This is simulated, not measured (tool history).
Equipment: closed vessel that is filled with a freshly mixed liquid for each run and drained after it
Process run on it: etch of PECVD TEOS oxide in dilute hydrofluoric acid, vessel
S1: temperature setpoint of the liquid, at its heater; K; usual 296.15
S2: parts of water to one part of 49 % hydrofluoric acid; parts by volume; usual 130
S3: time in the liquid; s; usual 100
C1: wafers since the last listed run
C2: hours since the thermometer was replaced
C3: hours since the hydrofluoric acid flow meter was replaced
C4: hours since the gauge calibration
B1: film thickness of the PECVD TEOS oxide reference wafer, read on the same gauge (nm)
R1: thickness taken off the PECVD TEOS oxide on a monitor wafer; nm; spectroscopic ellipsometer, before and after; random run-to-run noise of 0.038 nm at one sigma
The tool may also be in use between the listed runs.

run     day      S1   S2   S3    C1      C2     C3     C4     B1     R1
  1   0.000  296.15  130   75     0  1200.1  447.4  155.4  80.04   5.74
  2   0.629  296.15  130   75  1931  1215.2  462.5  170.5  79.98   5.65
  3   1.171  296.15  130  100  1662  1228.2  475.5  183.5  80.00   7.54
  4   1.833  296.15  130  100  2033  1244.1  491.4  199.4  79.98   7.57
  5   2.550  296.15  130  125  2199  1261.3  508.6  216.6  79.97   9.32
  6   3.188  296.15  130  125  1956  1276.6  523.9  231.9  80.02   9.36
  7   3.825  296.15  130  125  1956  1291.9  539.2  247.2  80.00   9.35
  8   4.267  297.65  130  100  1355  1302.5  549.8  257.8  80.00   7.97
  9   4.946  297.65  130  100  2084  1318.8  566.1  274.1  79.98   7.83
      5.162  -- thermometer replaced
 10   5.579  297.65  130  100  1816    10.0  581.3  289.3  79.99   7.88
 11   6.312  296.15  130  110  2251    27.6  598.9  306.9  79.98   8.23
 12   6.867  296.15  130  100  1701    40.9  612.2  320.2  80.00   7.48
 13   7.238  296.15  130  100  1138    49.8  621.1  329.1  79.98   7.46
 14   7.962  294.15  100   60  2225    67.2  638.5  346.5  79.97   5.52
 15   8.488  296.15  130  100  1611    79.8  651.1  359.1  80.03   7.40
 16   8.992  296.15   85  100  1547    91.9  663.2  371.2  80.03  11.90
      9.017  -- gauge calibrated
 17   9.412  300.65   90   50  1291   102.0  673.3    9.5  80.04   6.71
 18  10.146  296.15  185   65  2251   119.6  690.9   27.1  80.01   3.18
 19  10.708  292.15   85   50  1726   133.1  704.4   40.6  80.03   5.04
 20  11.071  298.15  175  160  1112   141.8  713.1   49.3  80.04   8.93
 21  11.554  296.15  130  100  1483   153.4  724.7   60.9  80.01   7.40
     11.921  -- hydrofluoric acid flow meter replaced
 22  12.271  300.15  130  140  2071   170.6    8.4   78.1  79.98  12.83
 23  12.875  300.65  175   70  1854   185.1   22.9   92.6  79.98   4.58
 24  13.529  296.15  130   50  2008   200.8   38.6  108.3  80.03   3.94
 25  14.029  291.65  130  160  1534   212.8   50.6  120.3  79.98  10.48
 26  14.550  296.15  130  100  1598   225.3   63.1  132.8  79.97   7.83
 27  15.112  299.15  190   80  1726   238.8   76.6  146.3  80.01   4.48

Table of differences, measured result less the result of that run with no hidden state. Run-to-run variation is the same in both. Gauge scatter possibly is not:
The hidden state here: liquid colder than its thermometer reads (K); hydrofluoric acid flow below the setpoint (%); gauge reads high (%).
run     R1
  1  -0.28
  2  -0.29
  3  -0.39
  4  -0.40
  5  -0.51
  6  -0.53
  7  -0.55
  8  -0.48
  9  -0.49
 10  -0.50
 11  -0.54
 12  -0.50
 13  -0.51
 14  -0.37
 15  -0.53
 16  -0.84
 17  -0.49
 18  -0.26
 19  -0.38
 20  -0.74
 21  -0.60
 22  -0.10
 23  -0.05
 24  -0.04
 25  -0.13
 26  -0.11
 27  -0.07

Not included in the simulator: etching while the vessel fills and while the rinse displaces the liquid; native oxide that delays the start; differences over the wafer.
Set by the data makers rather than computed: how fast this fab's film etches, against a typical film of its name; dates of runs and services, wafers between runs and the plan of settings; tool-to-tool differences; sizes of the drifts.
